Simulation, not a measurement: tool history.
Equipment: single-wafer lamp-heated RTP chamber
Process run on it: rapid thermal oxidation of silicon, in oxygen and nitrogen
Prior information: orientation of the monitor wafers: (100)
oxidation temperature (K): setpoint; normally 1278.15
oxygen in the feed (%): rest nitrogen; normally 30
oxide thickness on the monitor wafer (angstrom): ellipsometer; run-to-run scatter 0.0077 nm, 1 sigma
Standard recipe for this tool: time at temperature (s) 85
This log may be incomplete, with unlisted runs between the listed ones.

run	hour	oxidation temperature (K)	time at temperature (s)	oxygen in the feed (%)	read-back reference wafer on the same gauge, thickness	oxide thickness on the monitor wafer (angstrom)
1	0.0	1278.15	85	30	4.659	51.18
2	51.1	1278.15	85	30	4.659	51.44
3	62.0	1278.15	85	30	4.659	51.47
4	69.1	1278.15	85	30	4.657	51.46
# hour 74.9: gauge calibrated
5	84.0	1278.15	85	30	4.660	51.67
# hour 93.1: oxygen flow controller replaced
6	93.6	1278.15	85	30	4.660	51.68
7	106.8	1278.15	85	30	4.663	51.88
# hour 124.8: pyrometer window cleaned and pyrometer calibrated
8	125.3	1278.15	85	30	4.659	51.05
9	131.0	1278.15	85	30	4.660	50.86
10	139.1	1278.15	85	30	4.662	50.98
11	147.8	1278.15	85	30	4.659	51.14
12	158.0	1278.15	85	30	4.659	51.00
13	171.6	1249.15	85	17	4.659	36.32
14	177.9	1286.15	85	54	4.658	66.05
15	186.3	1278.15	85	30	4.661	51.25
16	195.7	1255.15	57	17	4.660	33.11
17	207.8	1290.15	69	17	4.660	42.62
18	216.7	1300.15	72	48	4.660	65.27
19	228.6	1278.15	85	57	4.660	63.69
20	235.3	1291.15	85	17	4.660	46.67
21	242.3	1278.15	85	30	4.659	51.46
22	249.7	1297.15	99	17	4.659	51.80

Subtracting, for every run, the result it would have given without the tool's unlogged condition from the measured result gives the following. The same run-to-run variation enters both numbers; the gauge's scatter may not:
Hidden state present: true wafer temperature minus pyrometer reading, K; deviation of the oxygen flow from its setpoint, %; gauge reads high (%).
run	oxide thickness on the monitor wafer (angstrom)
1	+0.17
2	+0.41
3	+0.48
4	+0.53
5	+0.64
6	+0.73
7	+0.83
8	+0.03
9	+0.04
10	+0.04
11	+0.05
12	+0.06
13	+0.05
14	+0.14
15	+0.13
16	+0.07
17	+0.15
18	+0.32
19	+0.39
20	+0.28
21	+0.37
22	+0.40
